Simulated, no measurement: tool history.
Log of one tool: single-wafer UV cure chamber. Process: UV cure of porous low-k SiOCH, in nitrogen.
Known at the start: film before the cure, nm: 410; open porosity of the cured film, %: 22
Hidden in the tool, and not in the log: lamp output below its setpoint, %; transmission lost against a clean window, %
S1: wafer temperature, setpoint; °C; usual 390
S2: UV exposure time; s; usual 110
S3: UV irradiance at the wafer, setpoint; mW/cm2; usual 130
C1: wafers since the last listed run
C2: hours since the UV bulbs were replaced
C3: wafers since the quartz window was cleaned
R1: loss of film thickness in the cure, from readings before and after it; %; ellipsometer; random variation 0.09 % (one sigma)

run 1 hour=0 | S1=406 S2=65 S3=130 | C1=0 C2=1554.5 C3=1213 | R1=5.028
-- hour=1.4 quartz window cleaned
run 2 hour=19.5 | S1=390 S2=110 S3=130 | C1=118 C2=1574 C3=118 | R1=7.834
run 3 hour=47.2 | S1=390 S2=110 S3=130 | C1=181 C2=1601.7 C3=299 | R1=7.764
run 4 hour=71.4 | S1=390 S2=110 S3=130 | C1=158 C2=1625.9 C3=457 | R1=7.608
run 5 hour=90.3 | S1=390 S2=110 S3=130 | C1=123 C2=1644.8 C3=580 | R1=7.508
-- hour=177.6 quartz window cleaned
run 6 hour=181.6 | S1=390 S2=110 S3=160 | C1=544 C2=1736.1 C3=26 | R1=8.73
run 7 hour=225.5 | S1=390 S2=110 S3=160 | C1=286 C2=1780 C3=313 | R1=8.576
run 8 hour=246 | S1=390 S2=110 S3=160 | C1=134 C2=1800.5 C3=447 | R1=8.55
run 9 hour=269.8 | S1=390 S2=110 S3=130 | C1=155 C2=1824.3 C3=602 | R1=7.426
run 10 hour=287.3 | S1=390 S2=110 S3=130 | C1=114 C2=1841.8 C3=717 | R1=7.52
run 11 hour=317.1 | S1=390 S2=110 S3=130 | C1=194 C2=1871.6 C3=911 | R1=7.182
run 12 hour=338 | S1=390 S2=110 S3=130 | C1=136 C2=1892.5 C3=1048 | R1=7.044
run 13 hour=354.5 | S1=390 S2=110 S3=130 | C1=107 C2=1909 C3=1156 | R1=6.94
-- hour=363.5 quartz window cleaned
run 14 hour=375.9 | S1=390 S2=70 S3=130 | C1=87 C2=1930.4 C3=80 | R1=5.831
run 15 hour=411.1 | S1=390 S2=70 S3=130 | C1=230 C2=1965.6 C3=310 | R1=5.719
run 16 hour=427.6 | S1=390 S2=70 S3=130 | C1=107 C2=1982.1 C3=418 | R1=5.653
run 17 hour=447.1 | S1=390 S2=110 S3=147 | C1=127 C2=2001.6 C3=546 | R1=7.942
run 18 hour=464.4 | S1=390 S2=110 S3=147 | C1=113 C2=2018.9 C3=659 | R1=7.892
run 19 hour=484.3 | S1=390 S2=110 S3=130 | C1=130 C2=2038.8 C3=789 | R1=7.319
run 20 hour=519 | S1=390 S2=110 S3=94 | C1=226 C2=2073.5 C3=1016 | R1=5.661
run 21 hour=542.7 | S1=398 S2=110 S3=130 | C1=154 C2=2097.2 C3=1171 | R1=6.982
-- hour=581.5 quartz window cleaned
run 22 hour=582 | S1=390 S2=110 S3=130 | C1=204 C2=2136.5 C3=3 | R1=7.766
run 23 hour=602.7 | S1=404 S2=55 S3=110 | C1=135 C2=2157.2 C3=138 | R1=4.525
run 24 hour=657.6 | S1=390 S2=50 S3=116 | C1=358 C2=2212.1 C3=497 | R1=4.079
-- hour=675.3 UV bulbs replaced
run 25 hour=677 | S1=390 S2=175 S3=130 | C1=74 C2=1.7 C3=572 | R1=11.809
run 26 hour=694.6 | S1=390 S2=110 S3=117 | C1=115 C2=19.3 C3=687 | R1=8.866
run 27 hour=722.1 | S1=390 S2=110 S3=130 | C1=179 C2=46.8 C3=867 | R1=9.182
run 28 hour=744.3 | S1=390 S2=110 S3=130 | C1=145 C2=69 C3=1012 | R1=8.842
run 29 hour=768.7 | S1=390 S2=110 S3=130 | C1=159 C2=93.4 C3=1171 | R1=8.582
run 30 hour=789.5 | S1=390 S2=110 S3=148 | C1=135 C2=114.2 C3=1307 | R1=9.004
-- hour=799.6 quartz window cleaned
run 31 hour=812.1 | S1=409 S2=110 S3=148 | C1=95 C2=136.8 C3=81 | R1=10.348
run 32 hour=827.1 | S1=372 S2=110 S3=118 | C1=98 C2=151.8 C3=179 | R1=8.559
run 33 hour=857.7 | S1=377 S2=170 S3=91 | C1=200 C2=182.4 C3=379 | R1=9.41
run 34 hour=888.3 | S1=406 S2=110 S3=110 | C1=200 C2=213 C3=579 | R1=8.454
run 35 hour=910.6 | S1=396 S2=170 S3=105 | C1=145 C2=235.3 C3=725 | R1=9.985
-- hour=977.2 quartz window cleaned
run 36 hour=977.7 | S1=390 S2=170 S3=158 | C1=386 C2=302.4 C3=3 | R1=12.109

Forecast each of these 4 alternatives for the next run:
run A hour=978.2 | S1=390 S2=110 S3=130 | C1=3 C2=302.9 C3=6 | R1=?
run B hour=978.2 | S1=410 S2=125 S3=130 | C1=3 C2=302.9 C3=6 | R1=?
run C hour=978.2 | S1=402 S2=110 S3=130 | C1=3 C2=302.9 C3=6 | R1=?
run D hour=978.2 | S1=390 S2=45 S3=150 | C1=3 C2=302.9 C3=6 | R1=?

run=A R1=9.325
run=B R1=10.266
run=C R1=9.538
run=D R1=6.099
Without the tool's hidden state the same runs would have given:
run=A R1=9.97
run=B R1=10.925
run=C R1=10.185
run=D R1=6.668
